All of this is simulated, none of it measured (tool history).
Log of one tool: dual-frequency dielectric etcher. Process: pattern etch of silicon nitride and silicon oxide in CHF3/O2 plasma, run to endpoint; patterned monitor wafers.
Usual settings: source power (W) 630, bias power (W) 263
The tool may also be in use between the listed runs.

run,hour,source power (W),bias power (W),wafers since the last listed run,hours since the last wet clean,hours since the last source power generator calibration,hours since the last bias power generator calibration,hours since the last upper electrode change,"incoming incoming film thickness, nm",endpoint time (s)
1,0.0,520,263,0,201.6,1935.9,3465.4,2064.7,295.9,179.9
2,86.6,630,263,630,288.2,2022.5,3552.0,2151.3,297.6,160.8
3,119.0,540,312,235,320.6,2054.9,3584.4,2183.7,296.1,165.6
4,145.0,540,312,189,346.6,2080.9,3610.4,2209.7,296.3,166.1
5,158.9,630,263,101,360.5,2094.8,3624.3,2223.6,297.4,160.8
6,182.4,720,281,171,384.0,2118.3,3647.8,2247.1,296.0,144.4
7,225.9,630,263,316,427.5,2161.8,3691.3,2290.6,295.9,158.6
8,244.0,630,263,131,445.6,2179.9,3709.4,2308.7,297.6,160.2
9,263.0,630,263,138,464.6,2198.9,3728.4,2327.7,296.3,160.0
10,284.3,630,237,155,485.9,2220.2,3749.7,2349.0,299.8,167.7
11,312.0,630,237,201,513.6,2247.9,3777.4,2376.7,292.7,163.5
12,328.6,630,237,120,530.2,2264.5,3794.0,2393.3,295.5,165.0
13,363.9,630,263,257,565.5,2299.8,3829.3,2428.6,296.4,160.3
14,392.3,630,263,206,593.9,2328.2,3857.7,2457.0,294.6,158.5
# hour 445.0: wet clean of the chamber
15,445.5,630,263,212,0.5,2381.4,3910.9,2510.2,299.3,161.5
16,447.8,480,325,16,2.8,2383.7,3913.2,2512.5,295.5,177.9
# hour 467.2: source power generator calibrated
17,480.7,630,263,210,35.7,13.5,3946.1,2545.4,292.0,156.6
18,495.9,710,311,110,50.9,28.7,3961.3,2560.6,297.1,141.8
19,523.7,630,245,202,78.7,56.5,3989.1,2588.4,297.4,164.8
20,557.9,510,302,249,112.9,90.7,4023.3,2622.6,296.4,174.6
# hour 593.3: upper electrode replaced
21,593.8,700,239,86,148.8,126.6,4059.2,0.5,298.3,156.0
22,628.2,710,263,250,183.2,161.0,4093.6,34.9,297.4,150.2
23,659.6,690,217,228,214.6,192.4,4125.0,66.3,295.2,160.6
# hour 672.9: bias power generator calibrated
24,681.6,500,219,131,236.6,214.4,8.7,88.3,294.6,196.3
25,704.3,780,312,165,259.3,237.1,31.4,111.0,295.6,133.6
26,729.0,630,263,179,284.0,261.8,56.1,135.7,293.6,157.8
27,754.6,480,309,186,309.6,287.4,81.7,161.3,296.2,180.1
28,789.9,520,221,257,344.9,322.7,117.0,196.6,297.2,192.1
29,817.8,630,263,203,372.8,350.6,144.9,224.5,297.6,160.6
30,854.6,540,293,268,409.6,387.4,181.7,261.3,295.9,168.9
31,872.4,550,287,129,427.4,405.2,199.5,279.1,295.0,167.6
32,904.5,630,263,233,459.5,437.3,231.6,311.2,296.7,160.0
33,940.4,790,326,261,495.4,473.2,267.5,347.1,293.5,129.9
34,968.7,630,327,206,523.7,501.5,295.8,375.4,295.7,148.0
35,999.3,690,263,222,554.3,532.1,326.4,406.0,297.9,152.5

4 ways to go on from here, each from the tool as it stands after run 35. What would each give?
A,999.8,630,212,3,554.8,532.6,326.9,406.5,295.8,?
B,999.8,490,282,3,554.8,532.6,326.9,406.5,295.8,?
C,999.8,550,326,3,554.8,532.6,326.9,406.5,295.8,?
D,999.8,520,231,3,554.8,532.6,326.9,406.5,295.8,?

run,endpoint time (s)
A,172.4
B,185.1
C,162.6
D,189.9
Without the tool's hidden state the same runs would have given:
run,endpoint time (s)
A,172.4
B,185.1
C,162.6
D,189.9
